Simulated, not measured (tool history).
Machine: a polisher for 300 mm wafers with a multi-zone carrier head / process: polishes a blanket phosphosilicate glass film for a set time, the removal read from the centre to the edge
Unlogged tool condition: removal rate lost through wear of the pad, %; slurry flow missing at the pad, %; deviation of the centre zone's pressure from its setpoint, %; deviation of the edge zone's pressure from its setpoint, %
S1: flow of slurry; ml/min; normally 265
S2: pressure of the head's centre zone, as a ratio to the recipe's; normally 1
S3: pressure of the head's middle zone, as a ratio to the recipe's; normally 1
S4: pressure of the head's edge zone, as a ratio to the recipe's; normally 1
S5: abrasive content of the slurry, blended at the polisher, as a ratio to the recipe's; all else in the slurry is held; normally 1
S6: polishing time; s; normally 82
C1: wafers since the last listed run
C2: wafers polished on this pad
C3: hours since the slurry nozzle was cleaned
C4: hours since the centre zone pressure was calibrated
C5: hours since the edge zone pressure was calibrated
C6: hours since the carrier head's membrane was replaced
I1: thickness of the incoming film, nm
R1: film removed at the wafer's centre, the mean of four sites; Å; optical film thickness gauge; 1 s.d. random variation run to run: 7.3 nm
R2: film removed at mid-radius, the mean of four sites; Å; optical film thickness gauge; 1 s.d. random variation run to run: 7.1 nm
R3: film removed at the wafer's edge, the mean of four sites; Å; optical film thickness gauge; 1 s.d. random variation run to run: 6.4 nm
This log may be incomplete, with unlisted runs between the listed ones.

run,hour,S1,S2,S3,S4,S5,S6,C1,C2,C3,C4,C5,C6,I1,R1,R2,R3
1,0,335,1,1,1,1,102,0,297,298.1,1080.3,272.2,611,2655.7,8726,8599,8691
2,80.3,210,0.9,0.95,1.09,1,82,530,828,378.4,1160.6,352.5,691.3,2659,5822,6027,6789
# hour 96.5: centre zone pressure recalibrated
3,139.9,240,1,1.04,1.04,1,82,380,1208,438,43.4,412.1,750.9,2619.7,6646,6665,6729
4,211.4,265,0.91,1,0.96,1,56,472,1681,509.5,114.9,483.6,822.4,2596,4070,4437,4433
5,291.2,265,1,0.94,1,1,82,527,2208,589.3,194.7,563.4,902.2,2626.8,6605,6136,6546
6,328.2,265,1,1,1,1,101,244,2452,626.3,231.7,600.4,939.2,2657.3,7976,7698,7980
# hour 379.2: slurry nozzle cleaned
7,405.3,185,1,1,1,1,82,502,2955,26.1,308.8,677.5,1016.3,2636.4,6098,6043,6113
8,501.3,265,1,1,1,1,82,634,3589,122.1,404.8,773.5,1112.3,2609.1,6386,6243,6318
9,570.8,265,1,1.03,1,1,105,459,4048,191.6,474.3,843,1181.8,2635.5,7948,7952,7863
# hour 580.8: worn pad replaced by a new one
# hour 602.2: edge zone pressure recalibrated
10,678.4,265,1,1,1,1,82,671,631,299.2,581.9,76.2,1289.4,2658.4,6766,6727,6895
11,726.8,265,1,1,1,1,82,319,951,347.6,630.3,124.6,1337.8,2555.6,6626,6715,6789
12,764.7,265,1,1.04,1,1.1,82,250,1201,385.5,668.2,162.5,1375.7,2592,7169,7291,7116
# hour 790.9: carrier head's membrane replaced by a new one
13,860.5,265,1,1,1,1,111,599,1801,481.3,764,258.3,69.6,2659.9,8959,8833,8862
14,933.1,340,1,1,1,1,82,479,2281,553.9,836.6,330.9,142.2,2667.6,6779,6641,6618
15,1025.3,265,1,1,1,1,82,609,2890,646.1,928.8,423.1,234.4,2655.8,6387,6176,6404
# hour 1044: slurry nozzle cleaned
16,1104.7,330,1.05,1.11,1,0.8,82,517,3408,60.7,1008.2,502.5,313.8,2630.2,5607,5633,5277
17,1169.9,345,0.96,1,1,1.1,66,430,3839,125.9,1073.4,567.7,379,2640.3,5281,5385,5460
# hour 1216.3: worn pad replaced by a new one
18,1276.5,265,0.88,0.93,0.91,0.8,82,677,397,232.5,1180,674.3,485.6,2610,4828,5128,5208
# hour 1367.3: centre zone pressure recalibrated
19,1372.2,265,1,1,1,1,82,619,1016,328.2,4.9,770,581.3,2556.1,6656,6667,6784
20,1431.1,265,1,1,1,1,82,389,1405,387.1,63.8,828.9,640.2,2594.3,6566,6606,6585
21,1501.5,170,0.96,0.9,1,1,82,465,1871,457.5,134.2,899.3,710.6,2608.9,5802,5550,6191

Across each entry between runs, compare the hidden state at the last listed run before it with the hidden state at the first listed run after it:
From run 2 to run 3: centre zone pressure recalibrated (hour 96.5)
  removal rate lost through wear of the pad, %: 2.52 -> 3.48
  measured result minus the result with no hidden state, R1: -150 -> -240 Å; R2: -156 -> -241 Å; R3: -175 -> -243 Å
From run 6 to run 7: slurry nozzle cleaned (hour 379.2)
  removal rate lost through wear of the pad, %: 6.51 -> 7.75
  measured result minus the result with no hidden state, R1: -555 -> -512 Å; R2: -535 -> -507 Å; R3: -555 -> -513 Å
From run 9 to run 10: worn pad replaced by a new one (hour 580.8); edge zone pressure recalibrated (hour 602.2)
  removal rate lost through wear of the pad, %: 10.4 -> 1.89
  measured result minus the result with no hidden state, R1: -922 -> -130 Å; R2: -924 -> -129 Å; R3: -914 -> -132 Å
From run 12 to run 13: carrier head's membrane replaced by a new one (hour 790.9)
  removal rate lost through wear of the pad, %: 3.28 -> 4.81
  measured result minus the result with no hidden state, R1: -243 -> -454 Å; R2: -247 -> -446 Å; R3: -241 -> -448 Å
From run 15 to run 16: slurry nozzle cleaned (hour 1044)
  removal rate lost through wear of the pad, %: 7.46 -> 8.74
  measured result minus the result with no hidden state, R1: -515 -> -537 Å; R2: -498 -> -539 Å; R3: -517 -> -505 Å
From run 17 to run 18: worn pad replaced by a new one (hour 1216.3)
  removal rate lost through wear of the pad, %: 9.79 -> 1.51
  measured result minus the result with no hidden state, R1: -573 -> -73 Å; R2: -585 -> -78 Å; R3: -592 -> -80 Å
From run 18 to run 19: centre zone pressure recalibrated (hour 1367.3)
  removal rate lost through wear of the pad, %: 1.51 -> 3.04
  measured result minus the result with no hidden state, R1: -73 -> -209 Å; R2: -78 -> -209 Å; R3: -80 -> -213 Å
